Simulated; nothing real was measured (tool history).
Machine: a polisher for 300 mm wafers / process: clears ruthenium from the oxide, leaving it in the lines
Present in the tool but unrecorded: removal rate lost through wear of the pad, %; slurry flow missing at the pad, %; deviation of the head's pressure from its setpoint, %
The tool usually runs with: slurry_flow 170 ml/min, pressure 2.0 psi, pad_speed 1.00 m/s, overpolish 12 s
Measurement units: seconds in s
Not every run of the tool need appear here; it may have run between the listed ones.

run	hour	slurry_flow	pressure	pad_speed	overpolish	wafers since the last listed run	wafers polished on this pad	hours since the slurry nozzle was cleaned	hours since the head pressure was calibrated	incoming thickness of the incoming film, nm	seconds
1	0.0	170	2.0	1.00	12	0	1211	428.5	531.0	141.7	150.7
# hour 14.1: worn pad replaced by a new one
2	16.1	170	2.0	1.00	12	84	14	444.6	547.1	140.2	134.1
3	56.2	170	2.0	1.00	12	279	293	484.7	587.2	140.5	137.0
4	87.2	170	2.0	1.00	12	216	509	515.7	618.2	139.0	139.3
5	112.8	170	2.0	1.00	12	178	688	541.3	643.8	140.0	141.0
6	145.4	170	2.0	1.00	12	227	915	573.9	676.4	142.3	151.4
7	165.9	170	2.0	1.00	12	142	1058	594.4	696.9	137.4	144.9
8	181.5	170	2.0	1.00	12	108	1167	610.0	712.5	139.1	150.6
9	197.1	170	2.5	1.00	16	108	1275	625.6	728.1	140.5	126.4
# hour 204.4: worn pad replaced by a new one
10	230.2	170	2.0	0.92	12	202	180	658.7	761.2	141.4	151.0
11	257.1	170	2.0	0.92	12	187	367	685.6	788.1	140.6	151.3
12	284.4	170	2.0	0.92	12	190	558	712.9	815.4	140.1	154.1
13	319.7	170	2.0	1.00	12	246	804	748.2	850.7	139.6	146.5
14	341.5	170	2.0	1.00	12	151	956	770.0	872.5	141.8	156.5
15	356.5	170	2.0	1.00	12	104	1060	785.0	887.5	137.7	151.1
16	371.2	170	2.0	1.00	12	102	1163	799.7	902.2	140.0	156.4
17	384.6	170	2.0	1.00	17	93	1256	813.1	915.6	138.9	157.5
18	400.3	170	2.0	1.00	12	109	1366	828.8	931.3	139.7	164.8
# hour 417.1: worn pad replaced by a new one
19	423.4	170	2.0	1.18	12	133	44	851.9	954.4	139.5	130.9

Expected results for the next run?
# hour 443.2: slurry nozzle cleaned
20	458.7	170	2.5	1.00	12	239	283	15.5	989.7	139.5	?

For run 20 the tool returned seconds 109.4 s.
Had the tool carried no hidden state, the very same run would have given seconds 105.2 s.

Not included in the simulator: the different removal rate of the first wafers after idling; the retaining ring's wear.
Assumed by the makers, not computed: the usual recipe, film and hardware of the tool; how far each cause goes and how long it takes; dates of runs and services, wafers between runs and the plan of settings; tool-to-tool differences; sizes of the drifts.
